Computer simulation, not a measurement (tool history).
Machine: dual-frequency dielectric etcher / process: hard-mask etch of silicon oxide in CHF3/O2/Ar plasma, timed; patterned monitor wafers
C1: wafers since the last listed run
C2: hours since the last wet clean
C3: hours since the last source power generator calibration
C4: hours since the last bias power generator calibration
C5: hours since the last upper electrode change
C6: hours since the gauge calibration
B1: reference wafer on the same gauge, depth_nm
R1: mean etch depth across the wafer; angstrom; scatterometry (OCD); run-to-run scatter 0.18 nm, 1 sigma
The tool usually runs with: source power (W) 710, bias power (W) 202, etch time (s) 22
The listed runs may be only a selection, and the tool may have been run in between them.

Run 1, day 0: usual settings; C1 0; C2 335.4; C3 4310.6; C4 2118.5; C5 3511.4; C6 558.3; B1 46.56. Result: R1 448.5 angstrom.
Run 2, day 2.867: usual settings; C1 784; C2 404.2; C3 4379.4; C4 2187.3; C5 3580.2; C6 627.1; B1 46.54. Result: R1 447.2 angstrom.
Run 3, day 3.946: usual settings; C1 295; C2 430.1; C3 4405.3; C4 2213.2; C5 3606.1; C6 653; B1 46.48. Result: R1 446.2 angstrom.
At day 5.458: bias power generator calibrated.
Run 4, day 5.479: usual settings; C1 374; C2 466.9; C3 4442.1; C4 0.5; C5 3642.9; C6 689.8; B1 46.52. Result: R1 455.2 angstrom.
At day 8.712: wet clean of the chamber.
Run 5, day 8.733: usual settings; C1 617; C2 0.5; C3 4520.2; C4 78.6; C5 3721; C6 767.9; B1 46.55. Result: R1 470.9 angstrom.
Run 6, day 10.921: usual settings; C1 598; C2 53; C3 4572.7; C4 131.1; C5 3773.5; C6 820.4; B1 46.53. Result: R1 469.8 angstrom.
Run 7, day 13.854: usual settings but source power (W) 890, etch time (s) 18; C1 803; C2 123.4; C3 4643.1; C4 201.5; C5 3843.9; C6 890.8; B1 46.49. Result: R1 412.3 angstrom.
Run 8, day 16.217: usual settings; C1 646; C2 180.1; C3 4699.8; C4 258.2; C5 3900.6; C6 947.5; B1 46.48. Result: R1 466.8 angstrom.
Run 9, day 17.704: usual settings but source power (W) 810, bias power (W) 164, etch time (s) 28.5; C1 407; C2 215.8; C3 4735.5; C4 293.9; C5 3936.3; C6 983.2; B1 46.49. Result: R1 562.2 angstrom.
Run 10, day 19.775: usual settings but bias power (W) 157, etch time (s) 16; C1 566; C2 265.5; C3 4785.2; C4 343.6; C5 3986; C6 1032.9; B1 46.47. Result: R1 295.2 angstrom.
Run 11, day 22.296: usual settings but source power (W) 560, etch time (s) 18; C1 690; C2 326; C3 4845.7; C4 404.1; C5 4046.5; C6 1093.4; B1 46.51. Result: R1 349.8 angstrom.
Run 12, day 24.596: usual settings but source power (W) 580; C1 629; C2 381.2; C3 4900.9; C4 459.3; C5 4101.7; C6 1148.6; B1 46.53. Result: R1 428.7 angstrom.
Run 13, day 27.546: usual settings but source power (W) 650, bias power (W) 231; C1 807; C2 452; C3 4971.7; C4 530.1; C5 4172.5; C6 1219.4; B1 46.48. Result: R1 469.5 angstrom.
At day 27.925: gauge calibrated.
Run 14, day 29.758: usual settings but source power (W) 540, etch time (s) 16.5; C1 605; C2 505.1; C3 5024.8; C4 583.2; C5 4225.6; C6 44; B1 46.56. Result: R1 312.3 angstrom.
At day 34.05: upper electrode replaced.
At day 36.192: wet clean of the chamber.
Run 15, day 37.65: usual settings but etch time (s) 24; C1 1612; C2 35; C3 5214.2; C4 772.6; C5 86.4; C6 233.4; B1 46.5. Result: R1 516.2 angstrom.
At day 38.096: source power generator calibrated.
Run 16, day 40.1: usual settings; C1 625; C2 93.8; C3 48.1; C4 831.4; C5 145.2; C6 292.2; B1 46.49. Result: R1 469.5 angstrom.
Run 17, day 41.217: usual settings; C1 305; C2 120.6; C3 74.9; C4 858.2; C5 172; C6 319; B1 46.47. Result: R1 464.6 angstrom.
Run 18, day 43.508: usual settings; C1 627; C2 175.6; C3 129.9; C4 913.2; C5 227; C6 374; B1 46.52. Result: R1 464.6 angstrom.
Run 19, day 45.338: usual settings but bias power (W) 248, etch time (s) 27.5; C1 500; C2 219.5; C3 173.8; C4 957.1; C5 270.9; C6 417.9; B1 46.5. Result: R1 643 angstrom.
Run 20, day 47.154: usual settings; C1 497; C2 263.1; C3 217.4; C4 1000.7; C5 314.5; C6 461.5; B1 46.52. Result: R1 460.7 angstrom.
Run 21, day 50.612: usual settings but bias power (W) 246, etch time (s) 28; C1 946; C2 346.1; C3 300.4; C4 1083.7; C5 397.5; C6 544.5; B1 46.51. Result: R1 638.3 angstrom.
Run 22, day 51.983: usual settings; C1 375; C2 379; C3 333.3; C4 1116.6; C5 430.4; C6 577.4; B1 46.48. Result: R1 456.7 angstrom.
Run 23, day 53.042: usual settings but source power (W) 830; C1 289; C2 404.4; C3 358.7; C4 1142; C5 455.8; C6 602.8; B1 46.46. Result: R1 480.8 angstrom.
Run 24, day 54.567: usual settings; C1 417; C2 441; C3 395.3; C4 1178.6; C5 492.4; C6 639.4; B1 46.5. Result: R1 454.3 angstrom.
Run 25, day 57.2: usual settings but bias power (W) 173, etch time (s) 27.5; C1 720; C2 504.2; C3 458.5; C4 1241.8; C5 555.6; C6 702.6; B1 46.48. Result: R1 519.6 angstrom.
At day 60.275: wet clean of the chamber.
Run 26, day 60.296: usual settings but bias power (W) 220, etch time (s) 20; C1 573; C2 0.5; C3 532.8; C4 1316.1; C5 629.9; C6 776.9; B1 46.53. Result: R1 440.2 angstrom.
Run 27, day 62.342: usual settings; C1 560; C2 49.6; C3 581.9; C4 1365.2; C5 679; C6 826; B1 46.5. Result: R1 467.3 angstrom.
Run 28, day 64.075: usual settings but source power (W) 640, bias power (W) 168, etch time (s) 27; C1 474; C2 91.2; C3 623.5; C4 1406.8; C5 720.6; C6 867.6; B1 46.53. Result: R1 501.6 angstrom.

What if the next run were any one of these 5? Each begins from the tool's condition after run 28:
Run A, day 64.092: usual settings; C1 4; C2 91.6; C3 623.9; C4 1407.2; C5 721; C6 868; B1 ?. Result: R1 ?.
Run B, day 64.092: usual settings but source power (W) 840, bias power (W) 237, etch time (s) 19; C1 4; C2 91.6; C3 623.9; C4 1407.2; C5 721; C6 868; B1 ?. Result: R1 ?.
Run C, day 64.092: usual settings but source power (W) 790, bias power (W) 152, etch time (s) 24; C1 4; C2 91.6; C3 623.9; C4 1407.2; C5 721; C6 868; B1 ?. Result: R1 ?.
Run D, day 64.092: usual settings but bias power (W) 158; C1 4; C2 91.6; C3 623.9; C4 1407.2; C5 721; C6 868; B1 ?. Result: R1 ?.
Run E, day 64.092: usual settings but source power (W) 530, bias power (W) 155; C1 4; C2 91.6; C3 623.9; C4 1407.2; C5 721; C6 868; B1 ?. Result: R1 ?.

run     B1     R1
  A  46.49  464.4
  B  46.49  459.3
  C  46.49  454.3
  D  46.49  409.4
  E  46.49  366.8
What these runs would have given with no unlogged condition in the tool:
run     R1
  A  473.9
  B  468.9
  C    463
  D  417.4
  E  373.9
